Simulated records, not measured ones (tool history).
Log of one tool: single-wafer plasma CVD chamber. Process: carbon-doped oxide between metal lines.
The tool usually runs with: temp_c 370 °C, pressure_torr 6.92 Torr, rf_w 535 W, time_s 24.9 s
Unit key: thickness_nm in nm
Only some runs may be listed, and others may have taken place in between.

run     day  temp_c  pressure_torr  rf_w  time_s  wafers since the last listed run  hours since the last thermocouple change  hours since the last RF generator calibration  hours since the last manometer calibration  hours since the showerhead was replaced  hours since the gauge calibration  read-back reference wafer on the same gauge, thickness_nm  thickness_nm
  1       0     370           6.92   450    28.5                                 0                                     875.9                                            720                                      1361.5                                     7083                                 20                                                    145.011       128.386
  2   1.038     370           6.92   450    28.5                               331                                     900.8                                          744.9                                      1386.4                                   7107.9                               44.9                                                    145.006       128.556
  3   1.738     370           6.92   450    28.5                               223                                     917.6                                          761.7                                      1403.2                                   7124.7                               61.7                                                    145.046       127.876
  4   2.721     370           6.92   535    24.9                               314                                     941.2                                          785.3                                      1426.8                                   7148.3                               85.3                                                    144.916       122.536
  5   3.821     370           6.92   535    24.9                               351                                     967.6                                          811.7                                      1453.2                                   7174.7                              111.7                                                    145.053       122.428
  6   4.988     370           6.92   535    24.9                               372                                     995.6                                          839.7                                      1481.2                                   7202.7                              139.7                                                    145.055       122.613
  7   6.462     370           6.92   535    24.9                               471                                      1031                                          875.1                                      1516.6                                   7238.1                              175.1                                                    144.905       122.123
  8   7.546     370           6.92   535    20.9                               346                                      1057                                          901.1                                      1542.6                                   7264.1                              201.1                                                    145.097       103.217
  9     8.7     370           6.92   535    24.9                               368                                    1084.7                                          928.8                                      1570.3                                   7291.8                              228.8                                                    144.987       122.684
      9.054  -- gauge calibrated
      9.904  -- thermocouple changed; heater temperature recalibrated
     10.162  -- showerhead replaced
 10  10.183     378           7.99   455    22.4                               284                                       6.7                                          964.4                                      1605.9                                      0.5                               27.1                                                    144.952       100.785
     10.717  -- capacitance manometer re-zeroed and calibrated
     11.383  -- RF generator calibrated
 11  11.404     361           6.92   445    24.9                               177                                        36                                            0.5                                        16.5                                     29.8                               56.4                                                    144.978       119.329

What will run 12 give?
 12  12.142     370           6.92   535    24.9                               235                                      53.7                                           18.2                                        34.2                                     47.5                               74.1                                                          ?             ?

read-back reference wafer on the same gauge, thickness_nm: 144.977
thickness_nm: 127.766 nm
Minus the tool's unlogged condition, the same run would have read thickness_nm 128.105 nm.

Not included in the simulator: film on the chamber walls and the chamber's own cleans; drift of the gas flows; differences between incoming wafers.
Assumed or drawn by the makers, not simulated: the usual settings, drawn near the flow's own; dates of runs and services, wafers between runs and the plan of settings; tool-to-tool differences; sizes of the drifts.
